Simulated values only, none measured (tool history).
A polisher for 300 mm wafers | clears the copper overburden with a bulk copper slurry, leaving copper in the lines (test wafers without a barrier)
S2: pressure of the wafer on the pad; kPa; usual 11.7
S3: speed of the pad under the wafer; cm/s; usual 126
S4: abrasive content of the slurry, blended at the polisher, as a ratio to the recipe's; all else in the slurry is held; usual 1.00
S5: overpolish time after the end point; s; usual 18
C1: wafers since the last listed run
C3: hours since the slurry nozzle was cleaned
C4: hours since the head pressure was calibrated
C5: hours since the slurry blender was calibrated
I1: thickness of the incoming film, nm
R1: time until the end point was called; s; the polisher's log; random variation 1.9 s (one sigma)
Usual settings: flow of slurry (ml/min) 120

{"run": 1, "hour": 0.0, "flow of slurry (ml/min)": 120, "S2": 11.7, "S3": 126, "S4": 1.0, "S5": 13, "C1": 0, "wafers polished on this pad": 181, "C3": 693.0, "C4": 457.7, "C5": 35.4, "I1": 944.5, "R1": 178.3}
{"run": 2, "hour": 8.8, "flow of slurry (ml/min)": 120, "S2": 10.3, "S3": 126, "S4": 1.0, "S5": 18, "C1": 64, "wafers polished on this pad": 246, "C3": 701.8, "C4": 466.5, "C5": 44.2, "I1": 933.3, "R1": 199.6}
{"run": 3, "hour": 24.9, "flow of slurry (ml/min)": 120, "S2": 10.3, "S3": 126, "S4": 1.0, "S5": 18, "C1": 118, "wafers polished on this pad": 365, "C3": 717.9, "C4": 482.6, "C5": 60.3, "I1": 945.4, "R1": 201.5}
{"run": 4, "hour": 35.6, "flow of slurry (ml/min)": 120, "S2": 10.3, "S3": 126, "S4": 1.0, "S5": 18, "C1": 78, "wafers polished on this pad": 444, "C3": 728.6, "C4": 493.3, "C5": 71.0, "I1": 939.3, "R1": 207.1}
{"run": 5, "hour": 50.4, "flow of slurry (ml/min)": 120, "S2": 11.7, "S3": 100, "S4": 1.2, "S5": 18, "C1": 109, "wafers polished on this pad": 554, "C3": 743.4, "C4": 508.1, "C5": 85.8, "I1": 956.5, "R1": 223.9}
{"hour": 58.4, "done": "worn pad replaced by a new one"}
{"run": 6, "hour": 66.7, "flow of slurry (ml/min)": 120, "S2": 11.7, "S3": 126, "S4": 1.0, "S5": 18, "C1": 90, "wafers polished on this pad": 60, "C3": 759.7, "C4": 524.4, "C5": 102.1, "I1": 927.3, "R1": 164.9}
{"run": 7, "hour": 80.4, "flow of slurry (ml/min)": 135, "S2": 11.7, "S3": 126, "S4": 1.0, "S5": 18, "C1": 101, "wafers polished on this pad": 162, "C3": 773.4, "C4": 538.1, "C5": 115.8, "I1": 938.6, "R1": 171.6}
{"run": 8, "hour": 93.5, "flow of slurry (ml/min)": 120, "S2": 11.7, "S3": 126, "S4": 1.0, "S5": 18, "C1": 96, "wafers polished on this pad": 258, "C3": 786.5, "C4": 551.2, "C5": 128.9, "I1": 926.4, "R1": 176.8}
{"run": 9, "hour": 110.9, "flow of slurry (ml/min)": 120, "S2": 11.7, "S3": 126, "S4": 1.0, "S5": 18, "C1": 128, "wafers polished on this pad": 387, "C3": 803.9, "C4": 568.6, "C5": 146.3, "I1": 919.7, "R1": 181.4}
{"hour": 113.2, "done": "head pressure recalibrated"}
{"run": 10, "hour": 127.9, "flow of slurry (ml/min)": 120, "S2": 11.7, "S3": 126, "S4": 1.0, "S5": 18, "C1": 110, "wafers polished on this pad": 498, "C3": 820.9, "C4": 14.7, "C5": 163.3, "I1": 950.8, "R1": 192.8}
{"hour": 137.1, "done": "worn pad replaced by a new one"}
{"run": 11, "hour": 145.8, "flow of slurry (ml/min)": 150, "S2": 11.7, "S3": 126, "S4": 1.0, "S5": 18, "C1": 102, "wafers polished on this pad": 63, "C3": 838.8, "C4": 32.6, "C5": 181.2, "I1": 952.9, "R1": 170.8}
{"run": 12, "hour": 155.2, "flow of slurry (ml/min)": 150, "S2": 11.7, "S3": 126, "S4": 1.0, "S5": 18, "C1": 69, "wafers polished on this pad": 133, "C3": 848.2, "C4": 42.0, "C5": 190.6, "I1": 945.9, "R1": 171.5}
{"run": 13, "hour": 163.7, "flow of slurry (ml/min)": 120, "S2": 11.7, "S3": 126, "S4": 1.0, "S5": 18, "C1": 62, "wafers polished on this pad": 196, "C3": 856.7, "C4": 50.5, "C5": 199.1, "I1": 943.3, "R1": 180.3}
{"run": 14, "hour": 170.7, "flow of slurry (ml/min)": 120, "S2": 11.7, "S3": 126, "S4": 1.3, "S5": 18, "C1": 51, "wafers polished on this pad": 247, "C3": 863.7, "C4": 57.5, "C5": 206.1, "I1": 939.8, "R1": 176.5}
{"run": 15, "hour": 184.2, "flow of slurry (ml/min)": 120, "S2": 11.7, "S3": 126, "S4": 1.0, "S5": 18, "C1": 99, "wafers polished on this pad": 347, "C3": 877.2, "C4": 71.0, "C5": 219.6, "I1": 942.7, "R1": 191.5}
{"run": 16, "hour": 192.9, "flow of slurry (ml/min)": 120, "S2": 11.7, "S3": 126, "S4": 1.0, "S5": 18, "C1": 64, "wafers polished on this pad": 411, "C3": 885.9, "C4": 79.7, "C5": 228.3, "I1": 934.0, "R1": 192.5}
{"hour": 206.3, "done": "slurry nozzle cleaned"}
{"run": 17, "hour": 210.0, "flow of slurry (ml/min)": 120, "S2": 11.7, "S3": 104, "S4": 1.1, "S5": 18, "C1": 118, "wafers polished on this pad": 530, "C3": 3.7, "C4": 96.8, "C5": 245.4, "I1": 937.7, "R1": 226.8}
{"hour": 216.6, "done": "worn pad replaced by a new one"}
{"run": 18, "hour": 218.2, "flow of slurry (ml/min)": 120, "S2": 11.7, "S3": 166, "S4": 0.8, "S5": 18, "C1": 31, "wafers polished on this pad": 11, "C3": 11.9, "C4": 105.0, "C5": 253.6, "I1": 931.0, "R1": 142.0}
{"run": 19, "hour": 225.3, "flow of slurry (ml/min)": 100, "S2": 11.7, "S3": 126, "S4": 1.1, "S5": 21, "C1": 52, "wafers polished on this pad": 63, "C3": 19.0, "C4": 112.1, "C5": 260.7, "I1": 946.2, "R1": 189.1}
{"run": 20, "hour": 232.9, "flow of slurry (ml/min)": 120, "S2": 11.7, "S3": 96, "S4": 0.8, "S5": 18, "C1": 56, "wafers polished on this pad": 120, "C3": 26.6, "C4": 119.7, "C5": 268.3, "I1": 946.9, "R1": 238.1}
{"run": 21, "hour": 240.9, "flow of slurry (ml/min)": 80, "S2": 15.9, "S3": 126, "S4": 0.85, "S5": 27, "C1": 59, "wafers polished on this pad": 179, "C3": 34.6, "C4": 127.7, "C5": 276.3, "I1": 942.2, "R1": 167.7}
{"hour": 249.0, "done": "slurry blender recalibrated"}
{"run": 22, "hour": 256.6, "flow of slurry (ml/min)": 110, "S2": 11.7, "S3": 84, "S4": 1.0, "S5": 18, "C1": 101, "wafers polished on this pad": 280, "C3": 50.3, "C4": 143.4, "C5": 7.6, "I1": 940.2, "R1": 248.3}
{"run": 23, "hour": 264.4, "flow of slurry (ml/min)": 120, "S2": 11.7, "S3": 126, "S4": 1.0, "S5": 18, "C1": 57, "wafers polished on this pad": 337, "C3": 58.1, "C4": 151.2, "C5": 15.4, "I1": 938.0, "R1": 180.6}
{"run": 24, "hour": 280.8, "flow of slurry (ml/min)": 120, "S2": 13.8, "S3": 150, "S4": 1.25, "S5": 18, "C1": 121, "wafers polished on this pad": 458, "C3": 74.5, "C4": 167.6, "C5": 31.8, "I1": 919.1, "R1": 130.8}
{"run": 25, "hour": 296.5, "flow of slurry (ml/min)": 120, "S2": 14.5, "S3": 126, "S4": 1.0, "S5": 18, "C1": 115, "wafers polished on this pad": 574, "C3": 90.2, "C4": 183.3, "C5": 47.5, "I1": 935.6, "R1": 155.1}
{"run": 26, "hour": 304.7, "flow of slurry (ml/min)": 120, "S2": 11.7, "S3": 126, "S4": 1.0, "S5": 18, "C1": 60, "wafers polished on this pad": 635, "C3": 98.4, "C4": 191.5, "C5": 55.7, "I1": 953.1, "R1": 182.4}
{"hour": 309.1, "done": "worn pad replaced by a new one"}
{"run": 27, "hour": 321.5, "flow of slurry (ml/min)": 140, "S2": 11.7, "S3": 144, "S4": 1.0, "S5": 25, "C1": 94, "wafers polished on this pad": 91, "C3": 115.2, "C4": 208.3, "C5": 72.5, "I1": 947.8, "R1": 148.5}

How the hidden state differs across the entries between the runs, from the last listed run before each to the first after it:
Between runs 5 and 6: worn pad replaced by a new one (hour 58.4)
  removal rate lost through wear of the pad, %: 12.6 -> 3.86; abrasive missing from the slurry, %: 5.36 -> 6.91
  measured less the result without the state, R1: +30.1 -> +8.4 s
Between runs 9 and 10: head pressure recalibrated (hour 113.2)
  removal rate lost through wear of the pad, %: 10.9 -> 11.7; abrasive missing from the slurry, %: 12.5 -> 15.1
  measured less the result without the state, R1: +23.5 -> +27.4 s
Between runs 10 and 11: worn pad replaced by a new one (hour 137.1)
  removal rate lost through wear of the pad, %: 11.7 -> 5.21; abrasive missing from the slurry, %: 15.1 -> 18.2
  measured less the result without the state, R1: +27.4 -> +14.5 s
Between runs 16 and 17: slurry nozzle cleaned (hour 206.3)
  removal rate lost through wear of the pad, %: 12.3 -> 13; abrasive missing from the slurry, %: 28 -> 32.1
  measured less the result without the state, R1: +33.0 -> +42.4 s
Between runs 17 and 18: worn pad replaced by a new one (hour 216.6)
  removal rate lost through wear of the pad, %: 13 -> 1.54; abrasive missing from the slurry, %: 32.1 -> 34.1
  measured less the result without the state, R1: +42.4 -> +11.6 s
Between runs 21 and 22: slurry blender recalibrated (hour 249.0)
  removal rate lost through wear of the pad, %: 7.86 -> 9.99; abrasive missing from the slurry, %: 40.2 -> 3.54
  measured less the result without the state, R1: +25.8 -> +26.2 s
Between runs 26 and 27: worn pad replaced by a new one (hour 309.1)
  removal rate lost through wear of the pad, %: 12.3 -> 4.47; abrasive missing from the slurry, %: 5.08 -> 6.16
  measured less the result without the state, R1: +23.9 -> +8.2 s

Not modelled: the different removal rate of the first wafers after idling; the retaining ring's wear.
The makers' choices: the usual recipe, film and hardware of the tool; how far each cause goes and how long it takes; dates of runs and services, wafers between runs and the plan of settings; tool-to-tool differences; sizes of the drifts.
